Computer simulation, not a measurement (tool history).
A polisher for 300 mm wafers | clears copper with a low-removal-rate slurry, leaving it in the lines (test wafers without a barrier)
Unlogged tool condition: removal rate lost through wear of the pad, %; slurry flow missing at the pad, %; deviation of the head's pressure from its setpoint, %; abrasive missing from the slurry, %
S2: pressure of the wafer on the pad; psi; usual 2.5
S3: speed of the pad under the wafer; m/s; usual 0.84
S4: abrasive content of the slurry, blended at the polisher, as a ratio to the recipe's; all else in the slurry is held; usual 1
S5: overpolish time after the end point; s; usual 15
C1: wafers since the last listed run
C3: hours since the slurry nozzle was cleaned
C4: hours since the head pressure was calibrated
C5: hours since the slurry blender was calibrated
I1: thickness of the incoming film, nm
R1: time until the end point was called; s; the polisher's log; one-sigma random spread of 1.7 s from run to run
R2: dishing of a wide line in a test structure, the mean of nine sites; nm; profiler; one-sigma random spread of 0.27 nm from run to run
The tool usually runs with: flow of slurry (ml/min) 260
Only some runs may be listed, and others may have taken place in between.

run 1 hour=0 | flow_of_slurry_(ml/min)=260 S2=2.5 S3=0.66 S4=1 S5=15 | C1=0 wafers_polished_on_this_pad=427 C3=198.8 C4=636.9 C5=116.8 | I1=188.3 | R1=121.2 R2=18.8
run 2 hour=35.6 | flow_of_slurry_(ml/min)=260 S2=2.5 S3=0.84 S4=1 S5=15 | C1=233 wafers_polished_on_this_pad=661 C3=234.4 C4=672.5 C5=152.4 | I1=184.4 | R1=89.9 R2=23.4
-- hour=39.3 slurry blender recalibrated
-- hour=49 slurry nozzle cleaned
run 3 hour=66 | flow_of_slurry_(ml/min)=260 S2=2.5 S3=0.84 S4=1 S5=15 | C1=179 wafers_polished_on_this_pad=841 C3=17 C4=702.9 C5=26.7 | I1=181.5 | R1=87.5 R2=23.6
-- hour=82.6 worn pad replaced by a new one
run 4 hour=90.1 | flow_of_slurry_(ml/min)=260 S2=2.5 S3=0.84 S4=1 S5=15 | C1=131 wafers_polished_on_this_pad=49 C3=41.1 C4=727 C5=50.8 | I1=188 | R1=90.4 R2=23.6
run 5 hour=105.9 | flow_of_slurry_(ml/min)=260 S2=2.5 S3=0.84 S4=1 S5=15 | C1=103 wafers_polished_on_this_pad=153 C3=56.9 C4=742.8 C5=66.6 | I1=186.3 | R1=91.6 R2=23.6
run 6 hour=125.6 | flow_of_slurry_(ml/min)=260 S2=2.5 S3=0.84 S4=1 S5=15 | C1=129 wafers_polished_on_this_pad=282 C3=76.6 C4=762.5 C5=86.3 | I1=185.8 | R1=90.6 R2=23.5
run 7 hour=159.8 | flow_of_slurry_(ml/min)=260 S2=2.5 S3=0.84 S4=1 S5=15 | C1=224 wafers_polished_on_this_pad=507 C3=110.8 C4=796.7 C5=120.5 | I1=186 | R1=88.9 R2=23.7
run 8 hour=177 | flow_of_slurry_(ml/min)=295 S2=2.5 S3=0.84 S4=1 S5=15 | C1=112 wafers_polished_on_this_pad=620 C3=128 C4=813.9 C5=137.7 | I1=181.8 | R1=87.8 R2=23.7
-- hour=197.3 slurry blender recalibrated
-- hour=201.3 worn pad replaced by a new one
-- hour=237.6 slurry nozzle cleaned
run 9 hour=243.3 | flow_of_slurry_(ml/min)=260 S2=2.5 S3=0.84 S4=1 S5=19 | C1=389 wafers_polished_on_this_pad=269 C3=5.7 C4=880.2 C5=46 | I1=184.8 | R1=90.1 R2=28.7
run 10 hour=265.3 | flow_of_slurry_(ml/min)=260 S2=2.5 S3=0.84 S4=1 S5=19 | C1=144 wafers_polished_on_this_pad=413 C3=27.7 C4=902.2 C5=68 | I1=184 | R1=89.9 R2=28.5
run 11 hour=278.8 | flow_of_slurry_(ml/min)=260 S2=2.5 S3=0.84 S4=1 S5=19 | C1=88 wafers_polished_on_this_pad=502 C3=41.2 C4=915.7 C5=81.5 | I1=185 | R1=90.9 R2=28.8
run 12 hour=316.6 | flow_of_slurry_(ml/min)=220 S2=3.3 S3=0.84 S4=1 S5=18 | C1=248 wafers_polished_on_this_pad=750 C3=79 C4=953.5 C5=119.3 | I1=183.9 | R1=68.8 R2=35.5
-- hour=325.7 slurry blender recalibrated
-- hour=346.9 worn pad replaced by a new one
run 13 hour=348.2 | flow_of_slurry_(ml/min)=260 S2=2.5 S3=0.84 S4=1 S5=19 | C1=168 wafers_polished_on_this_pad=8 C3=110.6 C4=985.1 C5=22.5 | I1=185.1 | R1=90.8 R2=28.7
run 14 hour=360.5 | flow_of_slurry_(ml/min)=225 S2=3.3 S3=1.06 S4=1.1 S5=15 | C1=80 wafers_polished_on_this_pad=89 C3=122.9 C4=997.4 C5=34.8 | I1=184.1 | R1=52 R2=39.1
run 15 hour=393.9 | flow_of_slurry_(ml/min)=260 S2=2.5 S3=0.84 S4=1 S5=19 | C1=219 wafers_polished_on_this_pad=308 C3=156.3 C4=1030.8 C5=68.2 | I1=185.7 | R1=91.1 R2=29.6
run 16 hour=424.1 | flow_of_slurry_(ml/min)=260 S2=2.5 S3=0.84 S4=1.15 S5=18 | C1=198 wafers_polished_on_this_pad=506 C3=186.5 C4=1061 C5=98.4 | I1=183.1 | R1=84.3 R2=28.9
-- hour=456.7 slurry blender recalibrated
-- hour=462.3 slurry nozzle cleaned
-- hour=493.7 head pressure recalibrated
-- hour=495 worn pad replaced by a new one
run 17 hour=522.3 | flow_of_slurry_(ml/min)=260 S2=2.5 S3=0.84 S4=1.1 S5=15 | C1=603 wafers_polished_on_this_pad=179 C3=60 C4=28.6 C5=65.6 | I1=189.1 | R1=89.6 R2=24.3
run 18 hour=537.3 | flow_of_slurry_(ml/min)=295 S2=2.5 S3=0.84 S4=1 S5=19 | C1=98 wafers_polished_on_this_pad=277 C3=75 C4=43.6 C5=80.6 | I1=186.3 | R1=90.6 R2=29.8
run 19 hour=569 | flow_of_slurry_(ml/min)=310 S2=2.5 S3=1.04 S4=1 S5=15 | C1=208 wafers_polished_on_this_pad=485 C3=106.7 C4=75.3 C5=112.3 | I1=185.8 | R1=72.2 R2=29.3
run 20 hour=597.2 | flow_of_slurry_(ml/min)=285 S2=2.5 S3=0.56 S4=0.85 S5=15 | C1=185 wafers_polished_on_this_pad=671 C3=134.9 C4=103.5 C5=140.5 | I1=183 | R1=146.7 R2=15.5
run 21 hour=611.3 | flow_of_slurry_(ml/min)=260 S2=1.7 S3=0.84 S4=1 S5=15 | C1=92 wafers_polished_on_this_pad=763 C3=149 C4=117.6 C5=154.6 | I1=184.1 | R1=135.3 R2=16
-- hour=617.3 slurry blender recalibrated
run 22 hour=631.6 | flow_of_slurry_(ml/min)=260 S2=3.2 S3=0.84 S4=1 S5=11 | C1=120 wafers_polished_on_this_pad=883 C3=169.3 C4=137.9 C5=14.3 | I1=184.2 | R1=69.3 R2=22.4
-- hour=644 worn pad replaced by a new one
run 23 hour=653.5 | flow_of_slurry_(ml/min)=260 S2=2.5 S3=0.84 S4=1 S5=15 | C1=117 wafers_polished_on_this_pad=62 C3=191.2 C4=159.8 C5=36.2 | I1=182.6 | R1=89.8 R2=23.1

Entry by entry between the runs, the difference in hidden state between the last listed run before and the first listed run after:
Between runs 2 and 3: slurry blender recalibrated (hour 39.3); slurry nozzle cleaned (hour 49)
  the hidden state is the same at both runs
Between runs 3 and 4: worn pad replaced by a new one (hour 82.6)
  the hidden state is the same at both runs
Between runs 8 and 9: slurry blender recalibrated (hour 197.3); worn pad replaced by a new one (hour 201.3); slurry nozzle cleaned (hour 237.6)
  the hidden state is the same at both runs
Between runs 12 and 13: slurry blender recalibrated (hour 325.7); worn pad replaced by a new one (hour 346.9)
  the hidden state is the same at both runs
Between runs 16 and 17: slurry blender recalibrated (hour 456.7); slurry nozzle cleaned (hour 462.3); head pressure recalibrated (hour 493.7); worn pad replaced by a new one (hour 495)
  the hidden state is the same at both runs
Between runs 21 and 22: slurry blender recalibrated (hour 617.3)
  the hidden state is the same at both runs
Between runs 22 and 23: worn pad replaced by a new one (hour 644)
  the hidden state is the same at both runs

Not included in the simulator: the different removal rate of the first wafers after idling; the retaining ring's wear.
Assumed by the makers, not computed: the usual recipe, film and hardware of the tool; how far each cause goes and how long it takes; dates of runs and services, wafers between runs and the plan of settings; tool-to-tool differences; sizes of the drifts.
